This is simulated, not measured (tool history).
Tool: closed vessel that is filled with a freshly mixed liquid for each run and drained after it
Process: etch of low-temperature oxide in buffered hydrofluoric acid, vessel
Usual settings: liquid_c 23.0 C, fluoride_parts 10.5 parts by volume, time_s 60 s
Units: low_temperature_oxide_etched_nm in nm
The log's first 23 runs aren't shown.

run   hour  liquid_c  fluoride_parts  time_s  wafers since the last listed run  hours since the thermometer was replaced  hours since the hydrofluoric acid flow meter was replaced  hours since the gauge calibration  read-back film thickness of the low-temperature oxide reference wafer, read on the same gauge (nm)  low_temperature_oxide_etched_nm
 24  571.9      21.0            12.5      60                              3154                                     598.2                                                      402.2                              137.7                                                                                              150.01                           220.36
 25  598.8      20.5            14.0      60                              2677                                     625.1                                                      429.1                              164.6                                                                                              150.00                           194.10
     602.3  -- thermometer replaced
 26  632.7      20.0             7.0      90                              3274                                      30.4                                                      463.0                              198.5                                                                                              149.98                           532.68
 27  711.0      23.0            10.5      60                              7792                                     108.7                                                      541.3                              276.8                                                                                              150.01                           282.94
 28  740.9      27.0             7.5      60                              2975                                     138.6                                                      571.2                              306.7                                                                                              150.01                           484.63
 29  760.5      26.5             7.0      45                              1950                                     158.2                                                      590.8                              326.3                                                                                              150.02                           382.16
 30  773.2      23.0            10.5      60                              1263                                     170.9                                                      603.5                              339.0                                                                                              150.00                           285.75
 31  804.1      23.0            10.5      60                              3075                                     201.8                                                      634.4                              369.9                                                                                              149.99                           285.59

Forecast run 32:
 32  836.9      23.0            10.5      60                              3264                                     234.6                                                      667.2                              402.7                                                                                                   ?                                ?

{"run 32": {"read-back film thickness of the low-temperature oxide reference wafer, read on the same gauge (nm)": 150.0, "low_temperature_oxide_etched_nm": 285.85}}
Without the tool's hidden state the same run would have given low_temperature_oxide_etched_nm 280.72 nm.
